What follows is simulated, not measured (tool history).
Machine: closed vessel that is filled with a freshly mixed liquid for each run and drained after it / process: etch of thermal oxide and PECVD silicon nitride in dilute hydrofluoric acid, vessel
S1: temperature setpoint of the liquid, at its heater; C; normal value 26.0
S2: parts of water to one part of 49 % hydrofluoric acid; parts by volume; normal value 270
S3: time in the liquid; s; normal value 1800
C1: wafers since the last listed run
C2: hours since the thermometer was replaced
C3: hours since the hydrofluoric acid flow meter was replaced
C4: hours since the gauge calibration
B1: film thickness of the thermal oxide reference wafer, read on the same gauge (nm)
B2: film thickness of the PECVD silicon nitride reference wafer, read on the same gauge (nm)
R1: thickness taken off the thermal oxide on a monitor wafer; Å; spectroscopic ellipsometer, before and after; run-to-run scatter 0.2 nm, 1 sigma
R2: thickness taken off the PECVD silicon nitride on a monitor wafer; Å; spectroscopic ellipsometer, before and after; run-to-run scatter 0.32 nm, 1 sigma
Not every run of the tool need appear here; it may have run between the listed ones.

run 1 hour=0.0 | S1=26.0 S2=270 S3=2515 | C1=0 C2=471.3 C3=1372.9 C4=1357.5 | B1=50.02 B2=60.02 | R1=401.3 R2=454.0
run 2 hour=109.3 | S1=26.0 S2=270 S3=2515 | C1=2533 C2=580.6 C3=1482.2 C4=1466.8 | B1=50.01 B2=59.99 | R1=404.3 R2=450.8
run 3 hour=173.1 | S1=26.0 S2=270 S3=2515 | C1=1478 C2=644.4 C3=1546.0 C4=1530.6 | B1=49.94 B2=59.99 | R1=403.4 R2=454.9
run 4 hour=251.0 | S1=26.0 S2=270 S3=1800 | C1=1805 C2=722.3 C3=1623.9 C4=1608.5 | B1=50.01 B2=60.00 | R1=289.3 R2=328.2
run 5 hour=356.7 | S1=22.0 S2=370 S3=1800 | C1=2450 C2=828.0 C3=1729.6 C4=1714.2 | B1=50.02 B2=60.00 | R1=166.8 R2=187.3
run 6 hour=463.0 | S1=22.0 S2=370 S3=1800 | C1=2464 C2=934.3 C3=1835.9 C4=1820.5 | B1=50.01 B2=59.98 | R1=166.5 R2=184.6
run 7 hour=547.7 | S1=22.0 S2=370 S3=1800 | C1=1963 C2=1019.0 C3=1920.6 C4=1905.2 | B1=50.03 B2=59.99 | R1=168.2 R2=187.5
run 8 hour=617.3 | S1=26.0 S2=325 S3=2210 | C1=1613 C2=1088.6 C3=1990.2 C4=1974.8 | B1=49.99 B2=60.01 | R1=279.5 R2=329.8
run 9 hour=670.4 | S1=26.0 S2=325 S3=2210 | C1=1230 C2=1141.7 C3=2043.3 C4=2027.9 | B1=49.98 B2=60.01 | R1=282.0 R2=325.5
run 10 hour=734.4 | S1=26.0 S2=325 S3=2210 | C1=1483 C2=1205.7 C3=2107.3 C4=2091.9 | B1=50.01 B2=60.00 | R1=278.8 R2=330.5
-- hour=763.3 gauge calibrated
run 11 hour=826.5 | S1=24.0 S2=270 S3=1470 | C1=2134 C2=1297.8 C3=2199.4 C4=63.2 | B1=50.02 B2=60.00 | R1=219.5 R2=237.4
run 12 hour=867.3 | S1=23.5 S2=270 S3=2795 | C1=945 C2=1338.6 C3=2240.2 C4=104.0 | B1=49.99 B2=60.01 | R1=412.3 R2=431.6
run 13 hour=956.9 | S1=26.0 S2=355 S3=1800 | C1=2076 C2=1428.2 C3=2329.8 C4=193.6 | B1=50.01 B2=60.00 | R1=204.2 R2=248.6

Run 14 has not been measured yet. What should we expect?
-- hour=995.8 hydrofluoric acid flow meter replaced
run 14 hour=1024.1 | S1=28.5 S2=380 S3=1160 | C1=1534 C2=1495.4 C3=28.3 C4=260.8 | B1=? B2=? | R1=? R2=?

{"run 14": {"B1": 49.98, "B2": 60.0, "R1": 127.1, "R2": 169.6}}
With the hidden condition absent and the run-to-run variation left alone, this run would have shown R1 127.1 Å, R2 169.6 Å.

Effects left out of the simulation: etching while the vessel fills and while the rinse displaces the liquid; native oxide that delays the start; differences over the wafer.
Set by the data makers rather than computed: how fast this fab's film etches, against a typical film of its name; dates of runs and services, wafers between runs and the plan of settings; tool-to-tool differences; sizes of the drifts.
